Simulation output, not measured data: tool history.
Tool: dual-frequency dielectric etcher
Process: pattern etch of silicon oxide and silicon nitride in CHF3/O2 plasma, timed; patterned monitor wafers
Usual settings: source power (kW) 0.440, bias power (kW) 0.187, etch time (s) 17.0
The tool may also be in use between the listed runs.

| run | hour | source power (kW) | bias power (kW) | etch time (s) | read-back reference wafer on the same gauge, depth_nm | mean etch depth across the wafer (Å) |
|---|---|---|---|---|---|---|
| 1 | 0.0 | 0.440 | 0.213 | 17.0 | 23.61 | 227.3 |
| 2 | 9.4 | 0.440 | 0.213 | 17.0 | 23.61 | 228.2 |
| 3 | 16.0 | 0.440 | 0.213 | 17.0 | 23.61 | 228.5 |
| 4 | 22.5 | 0.440 | 0.187 | 17.0 | 23.60 | 218.0 |
| 5 | 34.5 | 0.440 | 0.187 | 17.0 | 23.60 | 218.0 |
| 6 | 41.3 | 0.440 | 0.187 | 17.0 | 23.59 | 216.9 |
|  | 50.9 | source power generator calibrated |
| 7 | 55.0 | 0.470 | 0.163 | 17.0 | 23.60 | 211.8 |
| 8 | 70.8 | 0.470 | 0.163 | 17.0 | 23.61 | 211.3 |
| 9 | 79.7 | 0.440 | 0.187 | 17.0 | 23.60 | 217.8 |
|  | 114.9 | wet clean of the chamber |
|  | 133.6 | upper electrode replaced, of another model than before |
| 10 | 134.1 | 0.440 | 0.154 | 17.0 | 23.61 | 205.1 |
| 11 | 134.5 | 0.440 | 0.187 | 17.0 | 23.59 | 213.9 |
| 12 | 134.8 | 0.490 | 0.164 | 12.5 | 23.60 | 158.2 |
| 13 | 135.9 | 0.500 | 0.154 | 20.0 | 23.60 | 251.4 |
|  | 161.9 | bias power generator calibrated |
| 14 | 166.4 | 0.440 | 0.187 | 17.0 | 23.60 | 214.7 |
| 15 | 179.9 | 0.540 | 0.200 | 13.5 | 23.59 | 185.1 |
| 16 | 189.6 | 0.440 | 0.187 | 17.0 | 23.60 | 215.5 |
|  | 190.5 | gauge calibrated |
| 17 | 205.8 | 0.350 | 0.167 | 14.0 | 23.59 | 161.5 |
| 18 | 242.2 | 0.440 | 0.213 | 17.0 | 23.61 | 223.1 |
| 19 | 249.5 | 0.440 | 0.212 | 17.0 | 23.60 | 222.4 |
| 20 | 266.9 | 0.440 | 0.187 | 17.0 | 23.60 | 216.0 |
| 21 | 283.6 | 0.350 | 0.206 | 17.0 | 23.60 | 207.8 |
| 22 | 295.1 | 0.390 | 0.144 | 17.0 | 23.60 | 195.5 |
| 23 | 305.1 | 0.490 | 0.187 | 13.0 | 23.59 | 170.5 |
| 24 | 314.1 | 0.440 | 0.162 | 21.5 | 23.60 | 263.2 |
| 25 | 320.9 | 0.530 | 0.187 | 17.0 | 23.60 | 227.5 |
| 26 | 334.7 | 0.530 | 0.224 | 18.5 | 23.61 | 260.2 |
| 27 | 346.4 | 0.440 | 0.225 | 17.0 | 23.60 | 225.8 |
| 28 | 361.6 | 0.440 | 0.187 | 19.0 | 23.59 | 242.2 |
| 29 | 374.5 | 0.530 | 0.201 | 15.0 | 23.60 | 206.1 |

5 ways to go on from here, each from the tool as it stands after run 29. What would each give?
| A | 374.9 | 0.400 | 0.187 | 17.0 | ? | ? |
| B | 374.9 | 0.370 | 0.187 | 12.5 | ? | ? |
| C | 374.9 | 0.330 | 0.225 | 21.0 | ? | ? |
| D | 374.9 | 0.350 | 0.187 | 17.0 | ? | ? |
| E | 374.9 | 0.370 | 0.162 | 13.5 | ? | ? |

| run | read-back reference wafer on the same gauge, depth_nm | mean etch depth across the wafer (Å) |
|---|---|---|
| A | 23.59 | 211.0 |
| B | 23.59 | 151.8 |
| C | 23.59 | 259.4 |
| D | 23.59 | 203.3 |
| E | 23.59 | 158.3 |
Without the tool's hidden state the same runs would have given:
| run | mean etch depth across the wafer (Å) |
|---|---|
| A | 209.6 |
| B | 150.7 |
| C | 257.6 |
| D | 201.8 |
| E | 157.2 |
